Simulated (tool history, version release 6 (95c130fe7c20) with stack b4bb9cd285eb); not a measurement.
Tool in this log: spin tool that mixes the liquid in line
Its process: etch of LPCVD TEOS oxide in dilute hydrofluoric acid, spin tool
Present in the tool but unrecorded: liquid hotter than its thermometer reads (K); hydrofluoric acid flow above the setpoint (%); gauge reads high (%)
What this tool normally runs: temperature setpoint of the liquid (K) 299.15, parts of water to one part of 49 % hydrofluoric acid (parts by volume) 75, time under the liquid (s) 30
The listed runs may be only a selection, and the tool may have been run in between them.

run   hour  temperature setpoint of the liquid (K)  parts of water to one part of 49 % hydrofluoric acid (parts by volume)  time under the liquid (s)  wafers since the last listed run  hours since the thermometer was replaced  hours since the hydrofluoric acid flow meter was replaced  hours since the gauge calibration  read-back film thickness of the LPCVD TEOS oxide reference wafer, read on the same gauge (nm)  thickness taken off the LPCVD TEOS oxide on a monitor wafer (angstrom)
  1    0.0                                  297.65                                                                      75                         30                                 0                                     886.0                                                     1425.1                              857.1                                                                                          31.22                                                                   235.5
  2   34.6                                  297.65                                                                      75                         30                               730                                     920.6                                                     1459.7                              891.7                                                                                          31.25                                                                   236.5
  3   55.8                                  297.65                                                                      75                         30                               447                                     941.8                                                     1480.9                              912.9                                                                                          31.26                                                                   238.7
  4   69.9                                  300.65                                                                      90                         30                               297                                     955.9                                                     1495.0                              927.0                                                                                          31.26                                                                   216.7
  5   95.5                                  300.65                                                                      90                         30                               540                                     981.5                                                     1520.6                              952.6                                                                                          31.26                                                                   218.4
  6  124.5                                  299.15                                                                      75                         30                               612                                    1010.5                                                     1549.6                              981.6                                                                                          31.30                                                                   248.9
     144.8  -- hydrofluoric acid flow meter replaced
  7  145.6                                  299.15                                                                      75                         30                               424                                    1031.6                                                        0.8                             1002.7                                                                                          31.29                                                                   249.7
  8  158.2                                  299.15                                                                      75                         30                               266                                    1044.2                                                       13.4                             1015.3                                                                                          31.29                                                                   250.8
     162.9  -- gauge calibrated
  9  193.8                                  299.15                                                                      75                         45                               751                                    1079.8                                                       49.0                               30.9                                                                                          30.19                                                                   362.9
 10  209.5                                  299.15                                                                      75                         45                               331                                    1095.5                                                       64.7                               46.6                                                                                          30.24                                                                   362.6
 11  231.7                                  300.65                                                                      75                         45                               468                                    1117.7                                                       86.9                               68.8                                                                                          30.33                                                                   392.9
 12  259.5                                  300.65                                                                      75                         30                               587                                    1145.5                                                      114.7                               96.6                                                                                          30.39                                                                   259.2
 13  276.8                                  302.15                                                                      75                         30                               365                                    1162.8                                                      132.0                              113.9                                                                                          30.45                                                                   272.7
 14  310.1                                  296.15                                                                      45                         15                               703                                    1196.1                                                      165.3                              147.2                                                                                          30.53                                                                   187.6
 15  334.7                                  299.15                                                                      75                         30                               519                                    1220.7                                                      189.9                              171.8                                                                                          30.59                                                                   243.5
 16  368.3                                  299.15                                                                      95                         30                               709                                    1254.3                                                      223.5                              205.4                                                                                          30.66                                                                   186.7
 17  380.9                                  295.15                                                                      65                         25                               266                                    1266.9                                                      236.1                              218.0                                                                                          30.71                                                                   203.1
     399.6  -- thermometer replaced
 18  405.8                                  295.15                                                                      90                         50                               504                                       6.2                                                      261.0                              242.9                                                                                          30.76                                                                   288.4
 19  438.5                                  299.15                                                                      75                         30                               690                                      38.9                                                      293.7                              275.6                                                                                          30.83                                                                   248.5
 20  469.3                                  296.15                                                                      50                         40                               650                                      69.7                                                      324.5                              306.4                                                                                          30.88                                                                   446.8
 21  485.5                                  297.65                                                                     110                         45                               342                                      85.9                                                      340.7                              322.6                                                                                          30.90                                                                   226.5
 22  510.6                                  302.65                                                                     110                         45                               530                                     111.0                                                      365.8                              347.7                                                                                          30.94                                                                   279.2
 23  539.9                                  303.15                                                                     100                         20                               618                                     140.3                                                      395.1                              377.0                                                                                          31.00                                                                   139.7
 24  558.6                                  303.15                                                                     100                         45                               394                                     159.0                                                      413.8                              395.7                                                                                          31.02                                                                   316.7
 25  582.7                                  299.15                                                                      75                         30                               509                                     183.1                                                      437.9                              419.8                                                                                          31.04                                                                   247.3
 26  607.6                                  299.15                                                                      55                         15                               525                                     208.0                                                      462.8                              444.7                                                                                          31.07                                                                   175.2
 27  640.3                                  303.65                                                                      55                         45                               690                                     240.7                                                      495.5                              477.4                                                                                          31.13                                                                   625.8
 28  665.3                                  299.15                                                                      75                         30                               528                                     265.7                                                      520.5                              502.4                                                                                          31.15                                                                   250.8
 29  684.1                                  299.15                                                                      75                         35                               397                                     284.5                                                      539.3                              521.2                                                                                          31.18                                                                   293.5
 30  701.1                                  299.15                                                                      50                         25                               359                                     301.5                                                      556.3                              538.2                                                                                          31.20                                                                   324.1
 31  718.3                                  296.65                                                                      75                         35                               363                                     318.7                                                      573.5                              555.4                                                                                          31.22                                                                   261.2
 32  746.2                                  297.65                                                                      75                         20                               589                                     346.6                                                      601.4                              583.3                                                                                          31.25                                                                   156.4
 33  779.3                                  299.15                                                                      75                         30                               699                                     379.7                                                      634.5                              616.4                                                                                          31.25                                                                   249.8
 34  813.5                                  300.65                                                                      90                         15                               722                                     413.9                                                      668.7                              650.6                                                                                          31.29                                                                   109.3

Run by run, hidden condition taken away, random variation retained:
run  thickness taken off the LPCVD TEOS oxide on a monitor wafer (angstrom)
  1                                                                   226.3
  2                                                                   227.1
  3                                                                   229.2
  4                                                                   208.0
  5                                                                   209.6
  6                                                                   238.8
  7                                                                   239.5
  8                                                                   240.6
  9                                                                   360.7
 10                                                                   359.7
 11                                                                   388.8
 12                                                                   255.8
 13                                                                   268.7
 14                                                                   184.3
 15                                                                   238.7
 16                                                                   182.6
 17                                                                   198.4
 18                                                                   281.2
 19                                                                   241.8
 20                                                                   434.1
 21                                                                   219.8
 22                                                                   270.6
 23                                                                   135.3
 24                                                                   306.3
 25                                                                   238.9
 26                                                                   169.1
 27                                                                   603.2
 28                                                                   241.6
 29                                                                   282.5
 30                                                                   311.8
 31                                                                   251.1
 32                                                                   150.3
 33                                                                   239.8
 34                                                                   104.9
